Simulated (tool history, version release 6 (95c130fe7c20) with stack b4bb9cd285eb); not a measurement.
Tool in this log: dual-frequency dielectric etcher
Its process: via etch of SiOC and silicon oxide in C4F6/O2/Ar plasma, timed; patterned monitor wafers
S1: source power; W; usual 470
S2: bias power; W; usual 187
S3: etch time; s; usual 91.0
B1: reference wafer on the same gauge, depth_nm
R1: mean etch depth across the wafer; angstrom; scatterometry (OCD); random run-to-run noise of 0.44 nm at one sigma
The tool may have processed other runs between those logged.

run	hour	S1	S2	S3	B1	R1
1	0.0	470	187	91.0	103.8	1104
2	106.0	470	187	91.0	103.9	1109
3	161.7	470	187	91.0	104.0	1104
4	204.7	470	187	91.0	103.9	1104
# hour 231.3: wet clean of the chamber
5	245.5	470	187	100.0	104.1	1213
6	272.7	470	187	100.0	103.9	1214
7	325.4	470	187	108.0	104.0	1323
8	366.9	470	187	91.0	103.8	1104
# hour 379.5: gauge calibrated
# hour 439.0: source power generator calibrated
9	439.5	470	187	91.0	104.1	1108
10	485.5	400	146	91.0	103.8	984
11	531.3	470	187	91.0	103.8	1107
12	567.4	520	166	104.5	103.9	1261
13	637.3	560	162	91.0	104.0	1117
14	680.7	470	187	91.0	104.0	1108
# hour 750.3: wet clean of the chamber
# hour 762.0: upper electrode replaced
# hour 785.2: bias power generator calibrated
15	872.4	470	157	91.0	103.9	1053
16	920.4	470	157	91.0	104.2	1054
17	958.6	440	159	91.0	104.1	1037
18	1015.2	530	187	91.0	103.9	1137
19	1081.3	370	201	115.0	104.1	1340

What if the next run were any one of these 3? Each begins from the tool's condition after run 19:
A	1081.7	470	187	91.0	?	?
B	1081.7	390	172	80.5	?	?
C	1081.7	380	169	83.0	?	?

run	B1	R1
A	103.9	1104
B	103.9	908
C	103.9	925
What these runs would have given with no unlogged condition in the tool:
run	R1
A	1104
B	908
C	925
